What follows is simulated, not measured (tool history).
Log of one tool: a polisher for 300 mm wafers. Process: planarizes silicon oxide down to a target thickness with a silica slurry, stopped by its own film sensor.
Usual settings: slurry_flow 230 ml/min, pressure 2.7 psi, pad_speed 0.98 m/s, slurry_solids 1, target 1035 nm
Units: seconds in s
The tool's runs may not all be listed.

run,hour,slurry_flow,pressure,pad_speed,slurry_solids,target,wafers since the last listed run,wafers polished on this pad,hours since the slurry nozzle was cleaned,hours since the head pressure was calibrated,hours since the slurry blender was calibrated,hours since the conditioning disc was replaced,"incoming thickness of the incoming film, nm",seconds
1,0,170,2.7,0.98,1,1035,0,516,45.2,4.5,237,112.3,1264.3,108.9
# hour 49: slurry blender recalibrated
2,61.5,170,2.7,0.98,1,1035,380,896,106.7,66,12.5,173.8,1263.4,106.6
3,102,170,2.7,0.98,1,1035,258,1155,147.2,106.5,53,214.3,1269.2,109.9
4,150.9,230,2.7,0.98,1,1035,312,1467,196.1,155.4,101.9,263.2,1288,111.1
# hour 176.4: worn pad replaced by a new one
5,191.8,230,2.7,0.98,1,1035,235,98,237,196.3,142.8,304.1,1263.1,104.7
# hour 219.8: conditioning disc replaced and pad reconditioned
# hour 258.5: slurry nozzle cleaned
6,286.2,230,2.7,0.98,1,1056,583,682,27.7,290.7,237.2,66.4,1258.2,92
7,344,230,2.7,0.98,1,1056,369,1051,85.5,348.5,295,124.2,1263.1,96
# hour 352.6: slurry blender recalibrated
8,431.6,230,2.7,0.98,1,1056,546,1598,173.1,436.1,79,211.8,1281.4,104.6
9,475.5,230,2.7,0.98,1,1035,280,1878,217,480,122.9,255.7,1274.7,106.9
# hour 482.8: worn pad replaced by a new one
10,551.1,230,2.7,0.98,1,1035,457,436,292.6,555.6,198.5,331.3,1275.7,106.7
11,595.7,230,2.7,0.98,1,1009,284,721,337.2,600.2,243.1,375.9,1271.9,124.1
# hour 598.8: conditioning disc replaced and pad reconditioned
# hour 638.9: slurry blender recalibrated
# hour 640.2: slurry nozzle cleaned
12,644,230,2.7,0.98,1,1035,276,997,3.8,648.5,5.1,45.2,1288.8,118.2
# hour 742.5: worn pad replaced by a new one
# hour 877.9: head pressure recalibrated
13,894.4,230,2.7,0.98,1,1035,1561,957,254.2,16.5,255.5,295.6,1288.6,127
14,960.5,230,1.8,0.98,1,985,422,1379,320.3,82.6,321.6,361.7,1280,220.5
# hour 968.8: slurry nozzle cleaned
# hour 974.3: slurry blender recalibrated
# hour 985.1: worn pad replaced by a new one
# hour 1000.7: conditioning disc replaced and pad reconditioned
15,1023.8,230,2.7,0.98,1.15,1035,346,234,55,145.9,49.5,23.1,1282.2,118.2
# hour 1079.6: head pressure recalibrated, repeated, since the last time left the tool worse
16,1113.3,230,2,0.98,1.3,1035,558,793,144.5,33.7,139,112.6,1267.3,123.9
17,1196.8,230,2.7,1.22,1,1003,533,1326,228,117.2,222.5,196.1,1267.2,98.8
# hour 1237.6: worn pad replaced by a new one
18,1238.4,230,3.6,0.76,1,1013,240,5,269.6,158.8,264.1,237.7,1260.7,105
# hour 1285.4: slurry nozzle cleaned
# hour 1299.1: slurry blender recalibrated
19,1323.2,230,2.7,0.98,1,1035,522,527,37.8,243.6,24.1,322.5,1275.4,107.6
# hour 1340.9: conditioning disc replaced and pad reconditioned
20,1397.9,160,2.7,0.74,1,956,464,992,112.5,318.3,98.8,57,1279.1,194.3

4 ways to go on from here, each from the tool as it stands after run 20. What would each give?
A,1398.4,230,2.7,0.98,1,1035,3,995,113,318.8,99.3,57.5,1267.2,?
B,1398.4,230,3.4,0.98,1,1035,3,995,113,318.8,99.3,57.5,1267.2,?
C,1398.4,230,2.7,1.12,1,1035,3,995,113,318.8,99.3,57.5,1267.2,?
D,1398.4,265,2.7,0.98,1,1092,3,995,113,318.8,99.3,57.5,1267.2,?

run,seconds
A,107.2
B,86.9
C,96.4
D,79.6
Without the tool's hidden state the same runs would have given:
run,seconds
A,104.9
B,85
C,94.2
D,77.8
